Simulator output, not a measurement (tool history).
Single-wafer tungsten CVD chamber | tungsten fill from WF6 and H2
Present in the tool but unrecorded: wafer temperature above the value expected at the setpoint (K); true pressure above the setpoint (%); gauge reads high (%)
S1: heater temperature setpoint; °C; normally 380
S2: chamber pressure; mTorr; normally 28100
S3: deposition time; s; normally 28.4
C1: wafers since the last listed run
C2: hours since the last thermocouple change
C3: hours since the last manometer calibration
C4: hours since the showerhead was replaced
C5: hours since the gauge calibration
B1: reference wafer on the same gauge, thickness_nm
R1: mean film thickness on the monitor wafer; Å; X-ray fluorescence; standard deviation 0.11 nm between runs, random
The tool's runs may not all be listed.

run   hour   S1     S2    S3   C1      C2      C3      C4     C5      B1      R1
  1      0  380  28100  28.4    0  1632.2  1357.9    2966   68.8  53.063  522.59
  2   11.2  380  24300  32.7  274  1643.4  1369.1  2977.2     80  52.998   528.2
  3   26.3  380  24300  32.7  369  1658.5  1384.2  2992.3   95.1  53.002  529.41
  4   32.8  380  28100  28.4  159    1665  1390.7  2998.8  101.6  52.989  520.58
  5   48.6  380  28100  28.4  387  1680.8  1406.5  3014.6  117.4  53.006  517.91
  6   57.6  380  28100  28.4  220  1689.8  1415.5  3023.6  126.4  52.998  520.22
      70.6  -- capacitance manometer re-zeroed and calibrated
  7   73.8  380  28100  28.4  200    1706     3.2  3039.8  142.6  52.962  518.39
      82.7  -- showerhead replaced
  8   84.4  380  28100  28.4   63  1716.6    13.8     1.7  153.2  52.988  519.51
     103.5  -- gauge calibrated
       105  -- thermocouple changed; heater temperature recalibrated
  9  105.5  380  28100  26.1  320     0.5    34.9    22.8      2  53.002  477.33
 10  114.5  380  28100  25.9  220     9.5    43.9    31.8     11  53.026  473.61

Run 11 is up next; what results do you expect?
 11  129.6  380  28100  28.4  369  24.6  59  46.9  26.1   ?   ?

Run 11 yielded B1 52.972, R1 519.3 Å.
Minus the tool's unlogged condition, the same run would have read R1 519.3 Å.
